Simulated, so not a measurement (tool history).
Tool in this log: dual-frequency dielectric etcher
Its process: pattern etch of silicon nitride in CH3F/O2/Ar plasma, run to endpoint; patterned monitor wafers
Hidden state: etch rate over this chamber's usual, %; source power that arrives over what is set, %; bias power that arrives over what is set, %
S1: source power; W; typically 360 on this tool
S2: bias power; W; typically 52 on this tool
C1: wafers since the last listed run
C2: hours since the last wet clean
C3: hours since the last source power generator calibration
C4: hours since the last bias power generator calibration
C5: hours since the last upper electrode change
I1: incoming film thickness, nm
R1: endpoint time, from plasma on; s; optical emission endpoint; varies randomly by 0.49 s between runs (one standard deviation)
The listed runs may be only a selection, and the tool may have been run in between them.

run    hour   S1  S2    C1     C2      C3      C4      C5     I1    R1
  1       0  400  58     0  397.3   877.7  2392.4  3820.3  35.72  51.3
  2    77.3  400  58   878  474.6     955  2469.7  3897.6  35.84  50.6
  3     181  320  60  1178  578.3  1058.7  2573.4  4001.3  35.66  54.4
  4   256.7  320  60   860    654  1134.4  2649.1    4077  35.99    55
  5   335.9  320  60   900  733.2  1213.6  2728.3  4156.2  36.07  54.5
      369.6  -- wet clean of the chamber
  6   423.8  290  52   726   54.2  1301.5  2816.2  4244.1  35.99  62.2
      499.3  -- upper electrode replaced
  7   613.8  290  52  1887  244.2  1491.5  3006.2   114.5  35.86  61.4
      701.9  -- bias power generator calibrated
  8   721.8  290  52  1182  352.2  1599.5    19.9   222.5  35.49  59.8
  9   782.6  380  42   691    413  1660.3    80.7   283.3   35.8  56.3
 10   879.4  360  52  1100  509.8  1757.1   177.5   380.1   35.8  54.4
 11   937.4  360  52   659  567.8  1815.1   235.5   438.1   35.7  53.3
      948.5  -- source power generator calibrated
 12  1003.4  420  43   704  633.8    54.9   301.5   504.1   35.8  54.4
     1039.6  -- wet clean of the chamber
 13  1108.3  330  47   919   68.7   159.8   406.4     609  35.85  59.6
 14  1146.9  360  52   438  107.3   198.4     445   647.6  35.71  56.1
 15    1217  280  44   796  177.4   268.5   515.1   717.7  35.41  63.8
 16  1265.4  360  52   550  225.8   316.9   563.5   766.1  35.48  54.7
 17  1339.6  360  52   843    300   391.1   637.7   840.3   35.3  53.6
 18  1389.3  360  52   565  349.7   440.8   687.4     890  35.84  54.7
 19  1442.7  410  62   607  403.1   494.2   740.8   943.4   35.7  49.2
 20  1544.9  440  65  1161  505.3   596.4     843  1045.6  35.95  46.4
 21  1634.8  360  52  1022  595.2   686.3   932.9  1135.5  35.62  53.2
 22  1697.2  430  52   709  657.6   748.7   995.3  1197.9   35.9  49.9
 23  1779.9  360  52   940  740.3   831.4    1078  1280.6  35.71  53.1
     1862.6  -- wet clean of the chamber
 24  1936.6  430  64  1508     74   988.1  1234.7  1437.3  35.77    49
 25  1988.1  390  42   585  125.5  1039.6  1286.2  1488.8  35.75  58.9
 26  2090.2  330  64  1160  227.6  1141.7  1388.3  1590.9  35.66  54.2
 27  2136.6  360  52   527    274  1188.1  1434.7  1637.3  35.96  55.3
 28  2229.7  300  61  1058  367.1  1281.2  1527.8  1730.4  35.42  55.4
 29  2266.2  420  61   414  403.6  1317.7  1564.3  1766.9  35.95  49.6
 30  2343.9  290  59   883  481.3  1395.4    1642  1844.6  35.54  57.3
 31  2380.6  400  52   417    518  1432.1  1678.7  1881.3  35.53  52.5
 32  2456.6  360  44   864    594  1508.1  1754.7  1957.3  35.78  58.1
 33  2548.3  360  52  1042  685.7  1599.8  1846.4    2049  35.48  53.3
     2627.8  -- wet clean of the chamber
 34  2628.3  360  52   636    0.5  1679.8  1926.4    2129  35.39    56

A few steps of R1 between consecutive runs. Split each: what settings, incoming material and random variation would produce without the hidden state, and what is left over for the hidden state, along with gauge scatter present in only one of the two compared results (measured, and without hidden state):
Run 5 -> 6: S1 320 -> 290, S2 60 -> 52, wet clean of the chamber. R1 +7.7 s: hidden state +2.6, all else +5.1.
Run 15 -> 16: S1 280 -> 360, S2 44 -> 52. R1 -9.1 s: hidden state +0, all else -9.1.
Run 23 -> 24: S1 360 -> 430, S2 52 -> 64, wet clean of the chamber. R1 -4.1 s: hidden state +3.1, all else -7.2.
Run 24 -> 25: S1 430 -> 390, S2 64 -> 42. R1 +9.9 s: hidden state -0.2, all else +10.1.
Run 33 -> 34: wet clean of the chamber. R1 +2.7 s: hidden state +2.3, all else +0.4.
